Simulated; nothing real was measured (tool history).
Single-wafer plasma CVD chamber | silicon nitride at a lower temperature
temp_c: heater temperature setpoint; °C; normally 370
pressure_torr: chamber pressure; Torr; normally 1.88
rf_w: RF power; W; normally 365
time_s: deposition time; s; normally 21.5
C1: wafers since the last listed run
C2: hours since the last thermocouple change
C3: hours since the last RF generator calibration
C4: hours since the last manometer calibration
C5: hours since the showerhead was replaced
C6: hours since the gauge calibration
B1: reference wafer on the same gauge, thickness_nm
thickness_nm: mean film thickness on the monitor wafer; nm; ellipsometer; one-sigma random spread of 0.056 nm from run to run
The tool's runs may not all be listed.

Run 1, day 0.000: usual settings; C1 0; C2 1390.9; C3 1453.9; C4 2591.6; C5 3463.7; C6 42.1; B1 33.207. Result: thickness_nm 28.545 nm.
Run 2, day 0.438: usual settings; C1 226; C2 1401.4; C3 1464.4; C4 2602.1; C5 3474.2; C6 52.6; B1 33.207. Result: thickness_nm 28.471 nm.
Run 3, day 0.971: usual settings; C1 276; C2 1414.2; C3 1477.2; C4 2614.9; C5 3487.0; C6 65.4; B1 33.190. Result: thickness_nm 28.583 nm.
Run 4, day 1.554: usual settings but rf_w 395 W; C1 302; C2 1428.2; C3 1491.2; C4 2628.9; C5 3501.0; C6 79.4; B1 33.183. Result: thickness_nm 30.581 nm.
Run 5, day 2.021: usual settings but rf_w 395 W; C1 241; C2 1439.4; C3 1502.4; C4 2640.1; C5 3512.2; C6 90.6; B1 33.214. Result: thickness_nm 30.598 nm.
Run 6, day 2.629: usual settings but rf_w 395 W; C1 314; C2 1454.0; C3 1517.0; C4 2654.7; C5 3526.8; C6 105.2; B1 33.176. Result: thickness_nm 30.487 nm.
Run 7, day 3.125: usual settings; C1 256; C2 1465.9; C3 1528.9; C4 2666.6; C5 3538.7; C6 117.1; B1 33.181. Result: thickness_nm 28.302 nm.
At day 4.004: thermocouple changed; heater temperature recalibrated.
Run 8, day 4.025: usual settings but temp_c 362 °C; C1 293; C2 0.5; C3 1550.5; C4 2688.2; C5 3560.3; C6 138.7; B1 33.211. Result: thickness_nm 28.471 nm.
Run 9, day 4.162: usual settings but temp_c 362 °C; C1 71; C2 3.8; C3 1553.8; C4 2691.5; C5 3563.6; C6 142.0; B1 33.193. Result: thickness_nm 28.489 nm.
At day 4.796: showerhead replaced.
Run 10, day 4.817: usual settings but temp_c 362 °C; C1 166; C2 19.5; C3 1569.5; C4 2707.2; C5 0.5; C6 157.7; B1 33.206. Result: thickness_nm 28.395 nm.
Run 11, day 5.217: usual settings but temp_c 366 °C, rf_w 385 W, time_s 20.0 s; C1 207; C2 29.1; C3 1579.1; C4 2716.8; C5 10.1; C6 167.3; B1 33.204. Result: thickness_nm 27.633 nm.
Run 12, day 5.512: usual settings but pressure_torr 1.60 Torr, time_s 19.7 s; C1 153; C2 36.2; C3 1586.2; C4 2723.9; C5 17.2; C6 174.4; B1 33.216. Result: thickness_nm 25.314 nm.
Run 13, day 5.775: usual settings but temp_c 384 °C, pressure_torr 1.55 Torr, rf_w 390 W, time_s 20.1 s; C1 135; C2 42.5; C3 1592.5; C4 2730.2; C5 23.5; C6 180.7; B1 33.221. Result: thickness_nm 27.186 nm.
At day 6.325: RF generator calibrated.
Run 14, day 6.483: usual settings but temp_c 363 °C, pressure_torr 1.53 Torr, rf_w 305 W; C1 194; C2 59.5; C3 3.8; C4 2747.2; C5 40.5; C6 197.7; B1 33.209. Result: thickness_nm 24.739 nm.
Run 15, day 6.875: usual settings; C1 202; C2 68.9; C3 13.2; C4 2756.6; C5 49.9; C6 207.1; B1 33.193. Result: thickness_nm 30.195 nm.
At day 6.942: gauge calibrated.
At day 7.292: capacitance manometer re-zeroed and calibrated.
Run 16, day 7.312: usual settings; C1 53; C2 79.4; C3 23.7; C4 0.5; C5 60.4; C6 8.9; B1 33.195. Result: thickness_nm 30.112 nm.
Run 17, day 7.708: usual settings; C1 204; C2 88.9; C3 33.2; C4 10.0; C5 69.9; C6 18.4; B1 33.170. Result: thickness_nm 30.197 nm.
Run 18, day 8.142: usual settings but temp_c 361 °C, pressure_torr 1.71 Torr, rf_w 335 W; C1 224; C2 99.3; C3 43.6; C4 20.4; C5 80.3; C6 28.8; B1 33.198. Result: thickness_nm 27.487 nm.
Run 19, day 8.875: usual settings but temp_c 366 °C, pressure_torr 2.22 Torr, rf_w 325 W; C1 379; C2 116.9; C3 61.2; C4 38.0; C5 97.9; C6 46.4; B1 33.180. Result: thickness_nm 27.675 nm.
Run 20, day 9.196: usual settings but time_s 25.3 s; C1 166; C2 124.6; C3 68.9; C4 45.7; C5 105.6; C6 54.1; B1 33.200. Result: thickness_nm 35.508 nm.

5 options for the next run, each taken on its own from the tool as it stands now. Forecast them:
Run A, day 9.212: usual settings; C1 8; C2 125.0; C3 69.3; C4 46.1; C5 106.0; C6 54.5; B1 ?. Result: thickness_nm ?.
Run B, day 9.212: usual settings but temp_c 376 °C, rf_w 335 W; C1 8; C2 125.0; C3 69.3; C4 46.1; C5 106.0; C6 54.5; B1 ?. Result: thickness_nm ?.
Run C, day 9.212: usual settings but temp_c 381 °C, rf_w 400 W, time_s 17.4 s; C1 8; C2 125.0; C3 69.3; C4 46.1; C5 106.0; C6 54.5; B1 ?. Result: thickness_nm ?.
Run D, day 9.212: usual settings but temp_c 359 °C, pressure_torr 1.45 Torr, rf_w 435 W; C1 8; C2 125.0; C3 69.3; C4 46.1; C5 106.0; C6 54.5; B1 ?. Result: thickness_nm ?.
Run E, day 9.212: usual settings but pressure_torr 2.32 Torr; C1 8; C2 125.0; C3 69.3; C4 46.1; C5 106.0; C6 54.5; B1 ?. Result: thickness_nm ?.

run      B1  thickness_nm
  A  33.177        30.091
  B  33.177        27.741
  C  33.177        26.249
  D  33.177        33.765
  E  33.177        31.000
The same runs, with their run-to-run variation unchanged, on a tool lacking any hidden condition would have given:
run  thickness_nm
  A        30.111
  B        27.761
  C        26.266
  D        33.787
  E        31.022
